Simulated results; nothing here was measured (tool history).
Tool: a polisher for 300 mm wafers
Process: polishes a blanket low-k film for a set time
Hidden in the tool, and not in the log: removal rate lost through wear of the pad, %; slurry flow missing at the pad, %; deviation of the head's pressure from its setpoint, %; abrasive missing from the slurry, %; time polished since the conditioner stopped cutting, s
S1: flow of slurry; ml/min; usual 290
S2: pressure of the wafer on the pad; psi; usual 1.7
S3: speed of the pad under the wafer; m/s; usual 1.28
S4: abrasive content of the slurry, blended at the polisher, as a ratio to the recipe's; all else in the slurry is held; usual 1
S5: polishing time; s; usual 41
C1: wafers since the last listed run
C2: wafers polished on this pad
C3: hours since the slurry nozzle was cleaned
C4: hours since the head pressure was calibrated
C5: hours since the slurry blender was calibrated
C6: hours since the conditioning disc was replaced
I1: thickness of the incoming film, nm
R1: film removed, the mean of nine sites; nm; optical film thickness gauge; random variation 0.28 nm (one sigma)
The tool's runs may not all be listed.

{"run": 1, "hour": 0.0, "S1": 230, "S2": 1.7, "S3": 1.28, "S4": 1, "S5": 41, "C1": 0, "C2": 354, "C3": 92.6, "C4": 182, "C5": 279.4, "C6": 90.3, "I1": 342.2, "R1": 19.4}
{"run": 2, "hour": 10.6, "S1": 290, "S2": 1.7, "S3": 1.28, "S4": 1, "S5": 41, "C1": 91, "C2": 446, "C3": 103.2, "C4": 192.6, "C5": 290, "C6": 100.9, "I1": 350, "R1": 19.8}
{"run": 3, "hour": 27.0, "S1": 290, "S2": 1.7, "S3": 1.28, "S4": 1, "S5": 41, "C1": 140, "C2": 586, "C3": 119.6, "C4": 209, "C5": 306.4, "C6": 117.3, "I1": 355.9, "R1": 20.4}
{"run": 4, "hour": 40.9, "S1": 290, "S2": 1.7, "S3": 1.28, "S4": 0.95, "S5": 41, "C1": 119, "C2": 706, "C3": 133.5, "C4": 222.9, "C5": 320.3, "C6": 131.2, "I1": 351.6, "R1": 19.6}
{"run": 5, "hour": 54.8, "S1": 290, "S2": 1.7, "S3": 1.28, "S4": 0.95, "S5": 41, "C1": 119, "C2": 825, "C3": 147.4, "C4": 236.8, "C5": 334.2, "C6": 145.1, "I1": 350.9, "R1": 19.6}
{"hour": 66.8, "done": "worn pad replaced by a new one"}
{"run": 6, "hour": 75.0, "S1": 240, "S2": 1.7, "S3": 1.28, "S4": 1, "S5": 41, "C1": 139, "C2": 70, "C3": 167.6, "C4": 257, "C5": 354.4, "C6": 165.3, "I1": 351.9, "R1": 19.4}
{"hour": 83.2, "done": "conditioning disc replaced and pad reconditioned"}
{"hour": 89.2, "done": "slurry blender recalibrated"}
{"run": 7, "hour": 89.9, "S1": 240, "S2": 1.7, "S3": 1.28, "S4": 1, "S5": 41, "C1": 93, "C2": 163, "C3": 182.5, "C4": 271.9, "C5": 0.7, "C6": 6.7, "I1": 356, "R1": 19.2}
{"run": 8, "hour": 105.3, "S1": 290, "S2": 1.7, "S3": 1.28, "S4": 1, "S5": 41, "C1": 132, "C2": 296, "C3": 197.9, "C4": 287.3, "C5": 16.1, "C6": 22.1, "I1": 351.3, "R1": 19.6}
{"run": 9, "hour": 122.9, "S1": 290, "S2": 1.7, "S3": 1.28, "S4": 1, "S5": 41, "C1": 151, "C2": 447, "C3": 215.5, "C4": 304.9, "C5": 33.7, "C6": 39.7, "I1": 349.8, "R1": 20.3}
{"run": 10, "hour": 148.2, "S1": 290, "S2": 1.7, "S3": 1.28, "S4": 1, "S5": 41, "C1": 217, "C2": 664, "C3": 240.8, "C4": 330.2, "C5": 59, "C6": 65, "I1": 353.6, "R1": 19.4}
{"run": 11, "hour": 155.7, "S1": 255, "S2": 1.3, "S3": 1.28, "S4": 1, "S5": 28, "C1": 64, "C2": 728, "C3": 248.3, "C4": 337.7, "C5": 66.5, "C6": 72.5, "I1": 347.7, "R1": 11.3}
{"run": 12, "hour": 168.6, "S1": 290, "S2": 1.4, "S3": 1.28, "S4": 1, "S5": 34, "C1": 110, "C2": 839, "C3": 261.2, "C4": 350.6, "C5": 79.4, "C6": 85.4, "I1": 353, "R1": 14.6}
{"run": 13, "hour": 182.6, "S1": 290, "S2": 1.7, "S3": 1.44, "S4": 1, "S5": 54, "C1": 120, "C2": 960, "C3": 275.2, "C4": 364.6, "C5": 93.4, "C6": 99.4, "I1": 351.4, "R1": 29.2}
{"hour": 187.8, "done": "worn pad replaced by a new one"}
{"run": 14, "hour": 193.8, "S1": 290, "S2": 1.3, "S3": 1.28, "S4": 1.1, "S5": 54, "C1": 61, "C2": 51, "C3": 286.4, "C4": 375.8, "C5": 104.6, "C6": 110.6, "I1": 343.7, "R1": 23.1}

The next listed run, before its measurement:
{"hour": 211.6, "done": "head pressure recalibrated"}
{"hour": 211.7, "done": "slurry nozzle cleaned"}
{"run": 15, "hour": 212.1, "S1": 290, "S2": 1.7, "S3": 1.28, "S4": 1, "S5": 41, "C1": 139, "C2": 191, "C3": 0.4, "C4": 0.5, "C5": 122.9, "C6": 128.9, "I1": 352, "R1": "?"}

R1: 19.5 nm
Without the tool's hidden state the same run would have given R1 19.5 nm.
